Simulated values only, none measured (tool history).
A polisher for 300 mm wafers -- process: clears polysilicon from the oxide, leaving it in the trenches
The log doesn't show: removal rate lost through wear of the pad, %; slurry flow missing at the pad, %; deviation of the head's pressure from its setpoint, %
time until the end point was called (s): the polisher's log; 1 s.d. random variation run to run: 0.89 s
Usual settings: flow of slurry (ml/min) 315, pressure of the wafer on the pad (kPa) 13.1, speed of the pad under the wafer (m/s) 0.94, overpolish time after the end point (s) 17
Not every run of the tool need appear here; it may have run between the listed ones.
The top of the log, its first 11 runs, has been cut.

| run | hour | flow of slurry (ml/min) | pressure of the wafer on the pad (kPa) | speed of the pad under the wafer (m/s) | overpolish time after the end point (s) | wafers since the last listed run | wafers polished on this pad | hours since the slurry nozzle was cleaned | hours since the head pressure was calibrated | incoming thickness of the incoming film, nm | time until the end point was called (s) |
|---|---|---|---|---|---|---|---|---|---|---|---|
| 12 | 537.7 | 230 | 13.1 | 0.94 | 13 | 220 | 326 | 531.2 | 125.6 | 657.3 | 63.2 |
|  | 549.9 | slurry nozzle cleaned |
| 13 | 604.3 | 315 | 14.5 | 0.94 | 17 | 286 | 613 | 54.4 | 192.2 | 657.4 | 56.9 |
| 14 | 634.1 | 315 | 11 | 0.94 | 17 | 130 | 743 | 84.2 | 222 | 665.4 | 75.8 |
| 15 | 677.4 | 315 | 13.1 | 0.94 | 17 | 188 | 932 | 127.5 | 265.3 | 660.7 | 64.3 |
| 16 | 721.7 | 315 | 13.1 | 0.94 | 17 | 193 | 1125 | 171.8 | 309.6 | 656.3 | 65.5 |
| 17 | 777.2 | 315 | 13.1 | 0.76 | 8 | 242 | 1367 | 227.3 | 365.1 | 655.4 | 75.6 |
| 18 | 814.6 | 315 | 13.1 | 0.94 | 17 | 163 | 1531 | 264.7 | 402.5 | 667.8 | 71.9 |
|  | 842.5 | worn pad replaced by a new one |
| 19 | 849.5 | 400 | 13.1 | 0.86 | 17 | 134 | 30 | 299.6 | 437.4 | 671 | 66 |
| 20 | 878.7 | 315 | 13.1 | 0.94 | 17 | 127 | 157 | 328.8 | 466.6 | 666.7 | 64.9 |
| 21 | 938.4 | 315 | 13.1 | 0.94 | 17 | 260 | 418 | 388.5 | 526.3 | 657.3 | 63.1 |
| 22 | 966.3 | 315 | 13.1 | 1.06 | 17 | 121 | 540 | 416.4 | 554.2 | 662.9 | 58 |
| 23 | 1015.2 | 270 | 13.1 | 1.04 | 22 | 213 | 753 | 465.3 | 603.1 | 654.8 | 61.2 |
| 24 | 1042.7 | 315 | 13.1 | 0.94 | 17 | 120 | 873 | 492.8 | 630.6 | 658.3 | 64.7 |
| 25 | 1104.6 | 315 | 17.9 | 1.2 | 17 | 270 | 1143 | 554.7 | 692.5 | 648.4 | 40.3 |
|  | 1108.7 | slurry nozzle cleaned |
| 26 | 1162 | 315 | 13.1 | 1.18 | 17 | 246 | 1390 | 53.3 | 749.9 | 655.3 | 59.3 |
| 27 | 1204.6 | 315 | 13.1 | 0.94 | 17 | 185 | 1576 | 95.9 | 792.5 | 662.6 | 70.5 |
|  | 1219.1 | worn pad replaced by a new one |
| 28 | 1269.6 | 315 | 17.2 | 0.68 | 17 | 266 | 220 | 160.9 | 857.5 | 660 | 56.9 |
| 29 | 1310.3 | 315 | 16.5 | 0.94 | 7 | 177 | 398 | 201.6 | 898.2 | 659.5 | 51 |
|  | 1322.6 | head pressure recalibrated |
| 30 | 1362.8 | 270 | 13.1 | 0.94 | 9 | 220 | 618 | 254.1 | 40.2 | 660.6 | 65.7 |
| 31 | 1387.9 | 315 | 13.1 | 0.94 | 17 | 109 | 728 | 279.2 | 65.3 | 653.3 | 62.3 |
| 32 | 1445.3 | 265 | 13.1 | 1.1 | 22 | 250 | 978 | 336.6 | 122.7 | 663.9 | 60.8 |
| 33 | 1471.9 | 395 | 13.1 | 0.94 | 17 | 116 | 1094 | 363.2 | 149.3 | 666.1 | 65.7 |
|  | 1565.2 | worn pad replaced by a new one |
| 34 | 1581.4 | 315 | 13.1 | 0.94 | 17 | 460 | 70 | 472.7 | 258.8 | 653.6 | 62 |

Below are 4 alternative next runs, each starting from the tool's condition after run 34. Predict each:
| A | 1581.9 | 315 | 13.1 | 0.94 | 17 | 2 | 73 | 473.2 | 259.3 | 663.8 | ? |
| B | 1581.9 | 360 | 9.7 | 0.7 | 17 | 2 | 73 | 473.2 | 259.3 | 663.8 | ? |
| C | 1581.9 | 365 | 17.9 | 1.18 | 17 | 2 | 73 | 473.2 | 259.3 | 663.8 | ? |
| D | 1581.9 | 350 | 11 | 0.94 | 26 | 2 | 73 | 473.2 | 259.3 | 663.8 | ? |

| run | time until the end point was called (s) |
|---|---|
| A | 63.7 |
| B | 101 |
| C | 39.9 |
| D | 75 |
With the hidden condition removed and each run's random variation left untouched, the same runs would have given:
| run | time until the end point was called (s) |
|---|---|
| A | 62.7 |
| B | 99.4 |
| C | 39.3 |
| D | 73.8 |

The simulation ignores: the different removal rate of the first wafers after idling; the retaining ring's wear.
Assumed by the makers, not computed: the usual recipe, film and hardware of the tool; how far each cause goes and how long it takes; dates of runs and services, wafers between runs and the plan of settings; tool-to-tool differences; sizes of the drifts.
